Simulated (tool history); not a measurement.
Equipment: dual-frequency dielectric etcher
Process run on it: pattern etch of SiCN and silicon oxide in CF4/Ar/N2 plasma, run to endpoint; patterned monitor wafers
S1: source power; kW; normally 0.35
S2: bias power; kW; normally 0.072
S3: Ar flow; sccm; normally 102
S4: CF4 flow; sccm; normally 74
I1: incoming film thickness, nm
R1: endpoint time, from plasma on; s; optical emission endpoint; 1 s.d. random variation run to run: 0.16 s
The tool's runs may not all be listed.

run    hour    S1     S2   S3  S4     I1    R1
  1       0  0.35  0.072  102  61  14.79  19.5
  2    85.3  0.35  0.072  102  61  14.82  19.3
      156.9  -- bias power generator calibrated
  3   171.6  0.35  0.072  102  74  14.97  19.3
  4   273.2  0.35  0.072  102  74  14.84  18.8
      378.1  -- source power generator calibrated
  5   436.6  0.35  0.072  102  74  14.73  18.6
      667.9  -- wet clean of the chamber
  6   739.5  0.35  0.072  102  74  14.88  18.8
      798.7  -- upper electrode replaced
  7   825.1  0.35  0.083  102  85  14.78  17.2
      861.4  -- Ar flow controller replaced
  8   878.1  0.41  0.072  115  74  14.94  17.8
  9   967.7  0.28  0.072  102  74   14.7  20.8
 10    1009  0.35  0.072  102  74  14.76  18.4
 11  1067.2  0.31  0.072  102  74  14.72  19.8
 12  1110.1  0.35  0.072  102  84  14.79  18.6
 13  1206.8  0.35  0.072   93  74  14.78    19
       1288  -- wet clean of the chamber
 14  1288.5   0.4  0.072  119  74  14.84  17.9
 15  1362.8  0.41  0.072  102  74  14.82  17.3
 16  1434.4  0.35  0.072   86  74  14.68  18.4
 17  1508.7  0.35  0.084  102  74   14.8  17.3
 18  1585.9  0.35  0.079   79  74  14.77  17.2
 19  1641.2   0.4   0.08  102  74  14.83  16.7
 20  1684.1  0.32  0.079  102  74   14.6  18.7
 21  1767.9  0.29  0.072  109  90  14.64  19.7
     1840.6  -- wet clean of the chamber
 22  1848.4  0.35  0.072  102  74  14.95  18.9
 23  1943.1  0.35  0.072  102  87  14.81  18.5
 24  2008.7  0.35  0.072  102  74  14.77    19

4 ways to go on from here, each from the tool as it stands after run 24. What would each give?
  A  2009.1  0.35  0.072  102  57  14.73   ?
  B  2009.1  0.28  0.072  102  61  14.73   ?
  C  2009.1  0.35  0.067  102  68  14.73   ?
  D  2009.1  0.35  0.088  110  56  14.73   ?

run    R1
  A  19.5
  B  21.5
  C  19.9
  D  17.7
Without the tool's hidden state the same runs would have given:
run    R1
  A  19.5
  B  21.5
  C  19.9
  D  17.7
